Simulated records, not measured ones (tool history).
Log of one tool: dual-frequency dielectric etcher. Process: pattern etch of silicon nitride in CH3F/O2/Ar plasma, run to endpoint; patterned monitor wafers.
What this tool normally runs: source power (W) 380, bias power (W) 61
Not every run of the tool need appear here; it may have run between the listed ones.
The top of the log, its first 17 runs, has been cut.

run,hour,source power (W),bias power (W),"incoming incoming film thickness, nm",endpoint time (s)
18,402.2,430,47,32.06,48.2
# hour 427.3: upper electrode replaced
19,433.8,340,74,32.22,44.7
20,465.5,380,61,31.91,45.7
21,498,380,61,31.93,45.1
22,525.3,440,70,32.28,42.9
23,550.4,330,74,32.23,44.5
24,565.5,460,66,32.37,43
# hour 576.6: source power generator calibrated
25,598.9,380,61,32.43,45.8
26,619.1,280,55,32.08,48.7
27,647.3,340,61,32.27,46.1
28,677.9,280,50,31.79,48.8
# hour 721: wet clean of the chamber
29,721.5,320,71,31.96,47
30,745.1,380,61,31.81,47.1
31,763.7,350,65,32.32,47.5
32,792.9,480,53,32.48,46.5
33,812.4,310,72,32.19,46.6
34,831.4,380,61,32.08,46.8
35,865.9,320,70,32.1,46.3

Alternative continuations, all from the tool just after run 35; predict every row:
A,866.3,420,61,32.07,?
B,866.3,330,52,32.07,?
C,866.3,380,51,32.07,?
D,866.3,430,68,32.07,?

run,endpoint time (s)
A,45.3
B,49.5
C,48.3
D,43.9
What these runs would have given with no unlogged condition in the tool:
run,endpoint time (s)
A,45.8
B,49.9
C,48.8
D,44.3

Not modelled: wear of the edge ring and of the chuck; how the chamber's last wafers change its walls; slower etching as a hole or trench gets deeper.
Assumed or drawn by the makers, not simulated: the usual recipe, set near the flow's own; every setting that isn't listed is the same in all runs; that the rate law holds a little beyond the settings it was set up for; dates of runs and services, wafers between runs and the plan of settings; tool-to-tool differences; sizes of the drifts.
